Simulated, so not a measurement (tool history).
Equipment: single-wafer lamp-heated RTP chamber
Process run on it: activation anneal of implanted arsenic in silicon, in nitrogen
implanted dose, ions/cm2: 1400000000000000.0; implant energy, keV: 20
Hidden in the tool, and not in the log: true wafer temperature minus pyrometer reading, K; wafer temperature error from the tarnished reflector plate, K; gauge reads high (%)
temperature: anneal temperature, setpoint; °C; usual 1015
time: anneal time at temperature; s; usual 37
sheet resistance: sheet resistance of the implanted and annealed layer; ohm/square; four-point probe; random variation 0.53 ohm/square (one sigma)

run    hour  temperature  time  wafers since the last listed run  wafers since the last pyrometer calibration  wafers since the reflector plate was cleaned  hours since the gauge calibration  read-back reference wafer on the same gauge, sheet resistance  sheet resistance
  1     0.0         1015    37                                 0                                         4744                                         11818                              354.4                                                         104.73             92.41
      162.2  -- reflector plate cleaned
  2   231.9         1015    37                              2126                                         6870                                           661                              586.3                                                         104.34             94.19
  3   333.8         1015    37                               967                                         7837                                          1629                              688.2                                                         104.60             92.19
  4   370.4         1015    37                               347                                         8185                                          1976                              724.8                                                         104.69             92.19
  5   413.8         1015    19                               412                                         8597                                          2388                              768.2                                                         104.57            100.66
      449.5  -- pyrometer window cleaned and pyrometer calibrated
  6   453.5          995    37                               301                                           37                                          2689                              807.9                                                         104.50            102.16
  7   666.6         1015    50                              2023                                         2061                                          4713                             1021.0                                                         104.22             92.27
  8   739.4         1015    50                               691                                         2752                                          5404                             1093.8                                                         104.46             90.85
  9   822.4         1015    50                               788                                         3540                                          6192                             1176.8                                                         104.32             90.48
 10   875.8         1015    37                               507                                         4047                                          6699                             1230.2                                                         104.35             94.41
 11   953.0         1015    37                               733                                         4780                                          7432                             1307.4                                                         104.54             93.76
      976.6  -- gauge calibrated
 12  1019.7         1023    18                               633                                         5414                                          8066                               43.1                                                         104.66            100.16
 13  1111.3         1015    37                               869                                         6283                                          8935                              134.7                                                         104.50             92.59
 14  1204.9         1015    37                               888                                         7172                                          9824                              228.3                                                         104.63             92.39
 15  1289.9         1015    27                               807                                         7979                                         10631                              313.3                                                         104.67             94.73
     1312.8  -- pyrometer window cleaned and pyrometer calibrated
 16  1377.0          999    37                               751                                          609                                         11382                              400.4                                                         104.15             98.46
     1475.5  -- reflector plate cleaned
 17  1570.7         1015    37                              1763                                         2372                                           903                              594.1                                                         104.71             95.12
 18  1653.0         1030    54                               781                                         3153                                          1685                              676.4                                                         104.58             86.99
 19  1740.5         1015    28                               830                                         3984                                          2516                              763.9                                                         104.29             97.91
 20  1793.4         1015    50                               502                                         4487                                          3018                              816.8                                                         104.56             90.83
 21  1881.5         1027    52                               836                                         5323                                          3854                              904.9                                                         104.52             86.03
 22  1932.9         1038    28                               488                                         5811                                          4342                              956.3                                                         104.30             89.28
 23  2026.6         1015    53                               889                                         6701                                          5232                             1050.0                                                         104.68             88.23

Alternative continuations, all from the tool just after run 23; predict every row:
  A  2027.0         1015    37                                 3                                         6705                                          5236                             1050.4                                                              ?                 ?
  B  2027.0         1004    37                                 3                                         6705                                          5236                             1050.4                                                              ?                 ?
  C  2027.0          994    37                                 3                                         6705                                          5236                             1050.4                                                              ?                 ?
  D  2027.0         1007    19                                 3                                         6705                                          5236                             1050.4                                                              ?                 ?

run  read-back reference wafer on the same gauge, sheet resistance  sheet resistance
  A                                                         104.64             92.61
  B                                                         104.64             96.19
  C                                                         104.64             99.80
  D                                                         104.64            103.76
Had the tool no hidden state, the same runs would have come out as:
run  sheet resistance
  A             96.53
  B            100.55
  C            104.53
  D            108.21
